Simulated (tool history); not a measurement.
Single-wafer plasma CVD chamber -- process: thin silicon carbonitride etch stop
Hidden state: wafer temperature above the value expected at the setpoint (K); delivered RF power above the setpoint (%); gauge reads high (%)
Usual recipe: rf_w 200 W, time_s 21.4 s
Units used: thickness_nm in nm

| run | day | rf_w | time_s | wafers since the last listed run | hours since the last thermocouple change | hours since the last RF generator calibration | hours since the showerhead was replaced | hours since the gauge calibration | read-back reference wafer on the same gauge, thickness_nm | thickness_nm |
|---|---|---|---|---|---|---|---|---|---|---|
| 1 | 0.000 | 200 | 21.4 | 0 | 2204.8 | 1197.1 | 1898.9 | 2085.5 | 11.495 | 11.760 |
| 2 | 10.383 | 200 | 18.4 | 3936 | 2454.0 | 1446.3 | 2148.1 | 2334.7 | 11.497 | 10.110 |
|  | 13.712 | thermocouple changed; heater temperature recalibrated |
| 3 | 14.088 | 200 | 18.4 | 1277 | 9.0 | 1535.2 | 2237.0 | 2423.6 | 11.484 | 10.117 |
| 4 | 17.367 | 200 | 21.4 | 1243 | 87.7 | 1613.9 | 2315.7 | 2502.3 | 11.504 | 11.682 |
| 5 | 20.862 | 200 | 21.4 | 1325 | 171.6 | 1697.8 | 2399.6 | 2586.2 | 11.490 | 11.733 |
| 6 | 24.862 | 200 | 21.4 | 1516 | 267.6 | 1793.8 | 2495.6 | 2682.2 | 11.494 | 11.747 |
| 7 | 27.788 | 200 | 21.4 | 1108 | 337.8 | 1864.0 | 2565.8 | 2752.4 | 11.495 | 11.742 |
|  | 30.521 | showerhead replaced |
| 8 | 30.729 | 180 | 21.4 | 988 | 408.4 | 1934.6 | 5.0 | 2823.0 | 11.493 | 11.366 |
| 9 | 32.600 | 180 | 21.4 | 709 | 453.3 | 1979.5 | 49.9 | 2867.9 | 11.498 | 11.358 |
| 10 | 34.133 | 200 | 19.4 | 581 | 490.1 | 2016.3 | 86.7 | 2904.7 | 11.508 | 10.726 |
| 11 | 37.279 | 200 | 19.4 | 1192 | 565.6 | 2091.8 | 162.2 | 2980.2 | 11.484 | 10.677 |
| 12 | 39.221 | 200 | 21.4 | 736 | 612.2 | 2138.4 | 208.8 | 3026.8 | 11.505 | 11.777 |
| 13 | 42.575 | 240 | 21.4 | 1271 | 692.7 | 2218.9 | 289.3 | 3107.3 | 11.509 | 12.318 |
| 14 | 44.108 | 165 | 21.4 | 581 | 729.5 | 2255.7 | 326.1 | 3144.1 | 11.506 | 11.121 |
| 15 | 47.762 | 200 | 24.5 | 1385 | 817.2 | 2343.4 | 413.8 | 3231.8 | 11.499 | 13.231 |
| 16 | 50.792 | 175 | 25.4 | 1148 | 889.9 | 2416.1 | 486.5 | 3304.5 | 11.506 | 13.361 |
| 17 | 54.912 | 210 | 21.4 | 1562 | 988.8 | 2515.0 | 585.4 | 3403.4 | 11.497 | 11.729 |
| 18 | 58.875 | 200 | 21.4 | 1502 | 1083.9 | 2610.1 | 680.5 | 3498.5 | 11.503 | 11.498 |
| 19 | 61.471 | 200 | 21.4 | 984 | 1146.2 | 2672.4 | 742.8 | 3560.8 | 11.496 | 11.526 |
|  | 63.167 | gauge calibrated |
|  | 64.221 | RF generator calibrated |
| 20 | 64.242 | 200 | 21.4 | 924 | 1212.7 | 0.5 | 809.3 | 25.8 | 11.492 | 11.915 |
| 21 | 67.083 | 230 | 23.3 | 1077 | 1280.9 | 68.7 | 877.5 | 94.0 | 11.505 | 13.486 |
| 22 | 71.396 | 220 | 23.6 | 1634 | 1384.4 | 172.2 | 981.0 | 197.5 | 11.515 | 13.560 |
| 23 | 74.367 | 220 | 17.8 | 1126 | 1455.7 | 243.5 | 1052.3 | 268.8 | 11.510 | 10.231 |
| 24 | 77.967 | 200 | 21.4 | 1364 | 1542.1 | 329.9 | 1138.7 | 355.2 | 11.498 | 11.885 |
| 25 | 80.546 | 215 | 21.4 | 977 | 1604.0 | 391.8 | 1200.6 | 417.1 | 11.503 | 12.152 |
| 26 | 82.821 | 200 | 21.4 | 862 | 1658.6 | 446.4 | 1255.2 | 471.7 | 11.495 | 11.861 |
| 27 | 84.850 | 200 | 19.2 | 769 | 1707.3 | 495.1 | 1303.9 | 520.4 | 11.498 | 10.685 |
| 28 | 88.429 | 215 | 22.5 | 1356 | 1793.2 | 581.0 | 1389.8 | 606.3 | 11.505 | 12.796 |

What does the tool deliver on the next run?
| 29 | 90.000 | 200 | 21.4 | 595 | 1830.9 | 618.7 | 1427.5 | 644.0 | ? | ? |

read-back reference wafer on the same gauge, thickness_nm: 11.508
thickness_nm: 11.928 nm
The same run, on a tool lacking any hidden state, would have yielded thickness_nm 11.946 nm.

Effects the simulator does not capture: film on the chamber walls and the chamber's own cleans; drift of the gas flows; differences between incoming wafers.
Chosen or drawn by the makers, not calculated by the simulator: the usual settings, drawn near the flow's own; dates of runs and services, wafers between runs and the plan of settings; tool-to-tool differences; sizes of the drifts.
